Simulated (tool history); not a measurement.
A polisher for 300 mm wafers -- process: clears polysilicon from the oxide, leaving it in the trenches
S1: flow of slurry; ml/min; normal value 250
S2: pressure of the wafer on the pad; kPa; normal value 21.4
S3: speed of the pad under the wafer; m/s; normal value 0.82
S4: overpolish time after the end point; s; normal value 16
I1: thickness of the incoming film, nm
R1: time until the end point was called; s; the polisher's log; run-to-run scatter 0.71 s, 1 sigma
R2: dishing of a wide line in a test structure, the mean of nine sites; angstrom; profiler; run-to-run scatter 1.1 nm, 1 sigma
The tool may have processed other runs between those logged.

{"run": 1, "day": 0.0, "S1": 250, "S2": 21.4, "S3": 0.82, "S4": 16, "I1": 485, "R1": 36.1, "R2": 809}
{"run": 2, "day": 1.433, "S1": 250, "S2": 21.4, "S3": 0.82, "S4": 16, "I1": 484.5, "R1": 36.5, "R2": 811}
{"run": 3, "day": 2.221, "S1": 250, "S2": 21.4, "S3": 0.82, "S4": 16, "I1": 495.6, "R1": 36.4, "R2": 805}
{"day": 2.371, "done": "slurry nozzle cleaned"}
{"day": 2.925, "done": "worn pad replaced by a new one"}
{"run": 4, "day": 3.646, "S1": 250, "S2": 21.4, "S3": 0.82, "S4": 16, "I1": 487.1, "R1": 36.2, "R2": 809}
{"run": 5, "day": 4.908, "S1": 250, "S2": 24.8, "S3": 0.82, "S4": 16, "I1": 486.1, "R1": 32.5, "R2": 839}
{"run": 6, "day": 5.492, "S1": 250, "S2": 24.8, "S3": 0.82, "S4": 16, "I1": 495.5, "R1": 32.9, "R2": 833}
{"run": 7, "day": 6.267, "S1": 250, "S2": 21.4, "S3": 0.82, "S4": 16, "I1": 486, "R1": 36.6, "R2": 814}
{"run": 8, "day": 9.629, "S1": 250, "S2": 21.4, "S3": 0.82, "S4": 16, "I1": 497.8, "R1": 36.2, "R2": 821}
{"run": 9, "day": 10.575, "S1": 250, "S2": 21.4, "S3": 0.82, "S4": 16, "I1": 495.6, "R1": 36.9, "R2": 838}
{"run": 10, "day": 11.562, "S1": 250, "S2": 21.4, "S3": 0.82, "S4": 9, "I1": 491.5, "R1": 35.7, "R2": 682}
{"run": 11, "day": 12.388, "S1": 250, "S2": 21.4, "S3": 0.82, "S4": 9, "I1": 486.5, "R1": 35.4, "R2": 701}
{"day": 13.321, "done": "slurry nozzle cleaned"}
{"day": 14.296, "done": "worn pad replaced by a new one"}
{"day": 15.575, "done": "head pressure recalibrated"}
{"run": 12, "day": 15.767, "S1": 305, "S2": 15.9, "S3": 0.68, "S4": 26, "I1": 483.1, "R1": 55.4, "R2": 813}
{"run": 13, "day": 17.217, "S1": 250, "S2": 21.4, "S3": 0.82, "S4": 16, "I1": 494.3, "R1": 40.9, "R2": 780}
{"run": 14, "day": 17.925, "S1": 170, "S2": 28.3, "S3": 1.04, "S4": 16, "I1": 492.8, "R1": 28.9, "R2": 819}
{"run": 15, "day": 18.671, "S1": 250, "S2": 21.4, "S3": 0.82, "S4": 16, "I1": 489.3, "R1": 41.8, "R2": 795}
{"run": 16, "day": 19.55, "S1": 250, "S2": 21.4, "S3": 0.82, "S4": 16, "I1": 494.1, "R1": 39.9, "R2": 806}
{"run": 17, "day": 20.104, "S1": 165, "S2": 15.9, "S3": 1.06, "S4": 10, "I1": 481.7, "R1": 45, "R2": 649}
{"run": 18, "day": 22.367, "S1": 250, "S2": 15.9, "S3": 0.82, "S4": 16, "I1": 490.5, "R1": 51.2, "R2": 763}
{"run": 19, "day": 23.346, "S1": 185, "S2": 21.4, "S3": 0.82, "S4": 16, "I1": 482.5, "R1": 39.9, "R2": 776}
{"run": 20, "day": 24.762, "S1": 250, "S2": 21.4, "S3": 0.82, "S4": 16, "I1": 487.1, "R1": 40, "R2": 795}
{"day": 25.233, "done": "slurry nozzle cleaned"}
{"day": 25.625, "done": "worn pad replaced by a new one"}
{"run": 21, "day": 25.646, "S1": 340, "S2": 26.2, "S3": 0.98, "S4": 22, "I1": 492, "R1": 29.3, "R2": 857}
{"run": 22, "day": 26.758, "S1": 250, "S2": 21.4, "S3": 0.82, "S4": 16, "I1": 491.7, "R1": 41.2, "R2": 797}
{"run": 23, "day": 27.725, "S1": 250, "S2": 21.4, "S3": 0.7, "S4": 16, "I1": 486.6, "R1": 43.1, "R2": 788}
{"run": 24, "day": 28.567, "S1": 250, "S2": 21.4, "S3": 0.82, "S4": 16, "I1": 492.6, "R1": 39.5, "R2": 795}
{"run": 25, "day": 29.275, "S1": 250, "S2": 17.9, "S3": 0.94, "S4": 16, "I1": 492.8, "R1": 42.5, "R2": 778}
{"run": 26, "day": 30.75, "S1": 250, "S2": 21.4, "S3": 0.82, "S4": 16, "I1": 489.5, "R1": 38.9, "R2": 804}
{"run": 27, "day": 31.958, "S1": 250, "S2": 21.4, "S3": 0.82, "S4": 16, "I1": 482.7, "R1": 38.6, "R2": 804}
{"run": 28, "day": 33.117, "S1": 275, "S2": 21.4, "S3": 0.82, "S4": 11, "I1": 491.7, "R1": 38.5, "R2": 707}
{"run": 29, "day": 34.275, "S1": 250, "S2": 21.4, "S3": 0.82, "S4": 16, "I1": 489.4, "R1": 39.2, "R2": 800}
{"day": 36.167, "done": "slurry nozzle cleaned"}
{"day": 36.638, "done": "worn pad replaced by a new one"}
{"run": 30, "day": 37.388, "S1": 250, "S2": 15.9, "S3": 0.56, "S4": 16, "I1": 487.8, "R1": 59.3, "R2": 690}
{"run": 31, "day": 39.183, "S1": 250, "S2": 21.4, "S3": 0.82, "S4": 16, "I1": 497.8, "R1": 39, "R2": 810}
{"run": 32, "day": 39.767, "S1": 250, "S2": 15.2, "S3": 0.82, "S4": 24, "I1": 497.9, "R1": 50.7, "R2": 832}
{"run": 33, "day": 40.317, "S1": 325, "S2": 21.4, "S3": 0.72, "S4": 23, "I1": 492.4, "R1": 40.7, "R2": 844}
{"run": 34, "day": 40.988, "S1": 325, "S2": 14.5, "S3": 0.7, "S4": 7, "I1": 489.3, "R1": 57.2, "R2": 467}

4 ways to go on from here, each from the tool as it stands after run 34. What would each give?
{"run": "A", "day": 41.004, "S1": 250, "S2": 15.2, "S3": 0.82, "S4": 16, "I1": 484.5, "R1": "?", "R2": "?"}
{"run": "B", "day": 41.004, "S1": 250, "S2": 15.9, "S3": 0.7, "S4": 16, "I1": 484.5, "R1": "?", "R2": "?"}
{"run": "C", "day": 41.004, "S1": 250, "S2": 21.4, "S3": 1.08, "S4": 8, "I1": 484.5, "R1": "?", "R2": "?"}
{"run": "D", "day": 41.004, "S1": 215, "S2": 21.4, "S3": 0.9, "S4": 16, "I1": 484.5, "R1": "?", "R2": "?"}

run=A R1=48.8 R2=754
run=B R1=51.8 R2=739
run=C R1=31.4 R2=687
run=D R1=36 R2=815
Stripped of hidden state, with their random variation kept, the same runs would have yielded:
run=A R1=50.9 R2=744
run=B R1=54 R2=729
run=C R1=32.8 R2=675
run=D R1=37.5 R2=808
